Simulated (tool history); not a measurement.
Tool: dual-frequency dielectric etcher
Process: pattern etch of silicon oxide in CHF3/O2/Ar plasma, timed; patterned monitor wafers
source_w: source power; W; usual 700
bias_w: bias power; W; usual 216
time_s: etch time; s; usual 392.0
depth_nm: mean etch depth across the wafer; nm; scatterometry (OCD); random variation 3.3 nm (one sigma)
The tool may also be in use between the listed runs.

run	hour	source_w	bias_w	time_s	read-back reference wafer on the same gauge, depth_nm	depth_nm
1	0.0	560	216	419.0	972.8	812.7
2	32.4	570	216	392.0	971.9	770.9
3	45.6	700	216	392.0	974.0	880.9
4	61.2	700	216	392.0	974.3	883.7
5	91.1	700	216	392.0	974.2	880.3
# hour 107.8: gauge calibrated
6	111.0	700	216	392.0	974.8	881.6
# hour 124.0: source power generator calibrated
7	141.1	700	216	392.0	973.4	884.2
# hour 169.7: bias power generator calibrated
8	170.2	700	216	392.0	974.7	882.9
9	200.1	700	183	392.0	972.8	836.9
10	212.7	700	183	392.0	973.2	839.4
11	227.0	700	183	392.0	974.5	835.3
12	256.6	550	265	392.0	972.1	805.6
13	278.2	650	202	292.5	974.6	616.2
14	294.7	600	162	392.0	974.4	728.8
15	311.5	700	183	392.0	974.4	832.3
16	341.7	780	261	392.0	974.4	1001.0
17	377.5	850	216	291.0	972.8	733.2
18	409.0	700	216	392.0	973.2	876.2
19	435.1	810	216	392.0	974.2	960.8
20	465.9	700	240	472.0	973.7	1099.7
# hour 493.1: upper electrode replaced
# hour 524.0: wet clean of the chamber
21	524.5	520	216	392.0	975.4	723.8
22	537.2	700	216	392.0	974.5	876.5
23	549.5	700	216	392.0	974.9	884.4
24	575.2	800	216	392.0	974.7	952.9
25	669.4	860	263	490.0	973.3	1323.9
26	694.3	610	174	460.0	973.2	882.4
27	719.2	700	164	392.0	974.3	805.2
28	753.4	700	216	495.0	973.5	1117.5
29	774.3	700	197	277.0	973.8	608.9

Forecast each of these 5 alternatives for the next run:
A	774.8	590	216	392.0	?	?
B	774.8	770	233	392.0	?	?
C	774.8	700	201	318.5	?	?
D	774.8	790	255	502.0	?	?
E	774.8	520	244	392.0	?	?

run	read-back reference wafer on the same gauge, depth_nm	depth_nm
A	973.3	793.6
B	973.3	959.7
C	973.3	703.2
D	973.3	1284.3
E	973.3	755.1
Without the tool's hidden state the same runs would have given:
run	depth_nm
A	793.6
B	959.7
C	703.2
D	1284.3
E	755.1

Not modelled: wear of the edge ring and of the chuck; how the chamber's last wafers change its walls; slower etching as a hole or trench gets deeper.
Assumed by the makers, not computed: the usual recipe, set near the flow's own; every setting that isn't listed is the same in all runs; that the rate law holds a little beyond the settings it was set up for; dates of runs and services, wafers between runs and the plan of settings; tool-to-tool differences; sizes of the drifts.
